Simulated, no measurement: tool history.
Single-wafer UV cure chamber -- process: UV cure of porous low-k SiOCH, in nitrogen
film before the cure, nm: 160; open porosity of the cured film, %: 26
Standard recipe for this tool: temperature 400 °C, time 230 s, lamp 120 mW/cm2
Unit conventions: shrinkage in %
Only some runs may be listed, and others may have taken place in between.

run	hour	temperature	time	lamp	shrinkage
1	0	400	230	120	15.336
2	43.4	400	230	120	15.191
3	85.5	400	170	120	13.612
4	153.7	400	170	120	13.585
# hour 188.4: quartz window cleaned
5	211.6	400	170	120	13.807
6	270.3	400	230	120	15.246
7	302.3	400	230	120	15.097
8	327.6	400	230	120	15.13
9	352.9	400	230	120	14.92
10	418.9	400	230	120	14.856
11	487.1	400	230	120	14.948
12	543.9	400	230	103	14.228
13	598.8	400	230	103	14.169
14	640.3	400	230	103	14.295
15	670.8	400	230	139	15.937
# hour 694.9: quartz window cleaned
16	730	390	150	120	12.308
17	760.6	390	150	120	12.445
18	828.1	390	150	120	12.143
19	875.6	400	195	120	13.765
20	920.9	400	195	120	13.742
21	969.8	400	230	120	14.733
22	1026.3	400	230	120	14.742
23	1081.6	400	230	147	15.636
# hour 1149.1: quartz window cleaned
24	1215.7	400	295	155	17.211
25	1287.4	400	230	120	14.408
26	1345.6	408	170	120	12.937
27	1373.3	390	230	108	13.367
28	1443.5	400	230	134	14.881
29	1475.8	384	230	120	14.033
30	1543.3	400	230	120	14.303
31	1577.8	408	95	104	9.237
32	1602.7	400	230	84	12.499
# hour 1611.8: quartz window cleaned
33	1631.8	400	140	158	12.794
34	1698	415	230	157	15.835
# hour 1715.3: UV bulbs replaced
35	1766.5	400	135	120	13.336
36	1832.1	400	230	120	16.286
37	1899.5	400	230	120	15.985
38	1957.9	391	230	149	16.746
39	1996.8	411	180	149	16.021
# hour 2019: quartz window cleaned
40	2023.8	413	180	120	14.573
41	2049.5	400	335	92	16.453
42	2098.4	400	115	120	12.037
43	2169	400	110	147	13.032
44	2232.1	385	230	137	16.224

What would each run have given without the hidden state, its run-to-run variation left as it was?
What the log doesn't record here: lamp output below its setpoint, %; transmission lost against a clean window, %.
run	shrinkage
1	16.183
2	16.06
3	14.487
4	14.504
5	14.781
6	16.277
7	16.14
8	16.194
9	15.987
10	15.966
11	16.114
12	15.428
13	15.404
14	15.572
15	17.271
16	13.579
17	13.753
18	13.468
19	15.175
20	15.185
21	16.248
22	16.304
23	17.245
24	18.945
25	16.147
26	14.674
27	15.119
28	16.755
29	15.918
30	16.25
31	11.052
32	14.441
33	14.726
34	17.937
35	13.444
36	16.438
37	16.173
38	16.968
39	16.266
40	14.825
41	16.73
42	12.318
43	13.362
44	16.611
